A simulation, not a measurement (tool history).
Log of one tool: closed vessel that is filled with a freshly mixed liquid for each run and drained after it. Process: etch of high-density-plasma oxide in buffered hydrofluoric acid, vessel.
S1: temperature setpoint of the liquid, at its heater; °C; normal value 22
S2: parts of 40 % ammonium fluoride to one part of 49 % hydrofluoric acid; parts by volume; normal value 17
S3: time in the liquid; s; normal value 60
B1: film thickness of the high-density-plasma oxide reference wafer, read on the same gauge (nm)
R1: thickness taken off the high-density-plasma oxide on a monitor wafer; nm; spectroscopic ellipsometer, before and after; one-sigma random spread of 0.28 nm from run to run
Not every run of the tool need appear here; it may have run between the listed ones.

Run 1, hour 0: usual settings but S3 75 s; B1 40.02. Result: R1 87.78 nm.
Run 2, hour 35.2: usual settings but S3 75 s; B1 40.01. Result: R1 88.01 nm.
Run 3, hour 61.1: usual settings but S3 75 s; B1 40.01. Result: R1 87.53 nm.
Run 4, hour 75.2: usual settings; B1 40. Result: R1 70.23 nm.
Run 5, hour 91.3: usual settings; B1 40. Result: R1 70.39 nm.
Run 6, hour 109.1: usual settings; B1 40. Result: R1 70.76 nm.
Run 7, hour 214: usual settings but S1 25 °C, S3 80 s; B1 39.96. Result: R1 111.13 nm.
Run 8, hour 245.9: usual settings; B1 40.02. Result: R1 69.87 nm.
Run 9, hour 265.4: usual settings; B1 40. Result: R1 70.28 nm.
Run 10, hour 297: usual settings; B1 40. Result: R1 67.37 nm.
Run 11, hour 326: usual settings but S3 70 s; B1 40.01. Result: R1 78.74 nm.
Run 12, hour 347.7: usual settings but S3 70 s; B1 39.97. Result: R1 78.97 nm.
Run 13, hour 366.4: usual settings but S3 70 s; B1 40.02. Result: R1 79.41 nm.
Run 14, hour 391.1: usual settings but S1 23.5 °C, S2 21.5 parts by volume; B1 40.01. Result: R1 59.82 nm.
Run 15, hour 410: usual settings; B1 39.99. Result: R1 67.9 nm.
Run 16, hour 438.2: usual settings but S1 20.5 °C, S3 45 s; B1 40.05. Result: R1 46.58 nm.
Run 17, hour 461.1: usual settings but S1 25 °C, S2 19.5 parts by volume, S3 80 s; B1 40.04. Result: R1 92.53 nm.
Run 18, hour 489.2: usual settings but S1 26.5 °C, S2 11 parts by volume; B1 39.98. Result: R1 132.31 nm.
Run 19, hour 524.8: usual settings but S1 24 °C, S2 12 parts by volume, S3 95 s; B1 40.02. Result: R1 169.19 nm.
Run 20, hour 541.8: usual settings but S1 19.5 °C, S2 11.5 parts by volume, S3 50 s; B1 40.02. Result: R1 72.28 nm.
Run 21, hour 570.4: usual settings but S2 15 parts by volume; B1 40.01. Result: R1 77.3 nm.
Run 22, hour 596.7: usual settings but S1 19 °C, S2 24 parts by volume, S3 95 s; B1 40.01. Result: R1 67.61 nm.
Run 23, hour 615.5: usual settings but S1 23.5 °C, S2 21.5 parts by volume; B1 39.99. Result: R1 58.77 nm.
Run 24, hour 640.6: usual settings but S1 24.5 °C, S2 21.5 parts by volume, S3 35 s; B1 39.99. Result: R1 36.76 nm.
Run 25, hour 668.9: usual settings; B1 40.02. Result: R1 67.6 nm.
Run 26, hour 696.6: usual settings but S1 24 °C, S2 12.5 parts by volume, S3 75 s; B1 39.99. Result: R1 127.79 nm.
Run 27, hour 725.4: usual settings; B1 40. Result: R1 67.77 nm.
Run 28, hour 755.1: usual settings but S1 25 °C; B1 39.97. Result: R1 79.81 nm.
Run 29, hour 770.7: usual settings but S2 23 parts by volume; B1 40.04. Result: R1 52.41 nm.
Run 30, hour 790.2: usual settings but S1 19.5 °C, S2 22.5 parts by volume; B1 39.99. Result: R1 45.84 nm.

Taken out of this log: 4 entries between the listed runs. Where each belongs, and how the hidden state differs across it:
Run 4 -> run 5: gauge calibrated (hour 81.3)
  liquid colder than its thermometer reads (K): 0.967 -> 0.984; hydrofluoric acid flow above the setpoint (%): 7.93 -> 8.03
  measured value less the no-hidden-state value, R1: +1.48 -> +1.51 nm
Run 9 -> run 10: hydrofluoric acid flow meter replaced (hour 281.5); thermometer replaced (hour 288.8)
  liquid colder than its thermometer reads (K): 1.17 -> 0.337; hydrofluoric acid flow above the setpoint (%): 9.12 -> 0.377
  measured value less the no-hidden-state value, R1: +1.46 -> -1.03 nm
Run 18 -> run 19: gauge calibrated (hour 518.1)
  liquid colder than its thermometer reads (K): 0.539 -> 0.576; hydrofluoric acid flow above the setpoint (%): 1.58 -> 1.8
  measured value less the no-hidden-state value, R1: -1.83 -> -2.43 nm
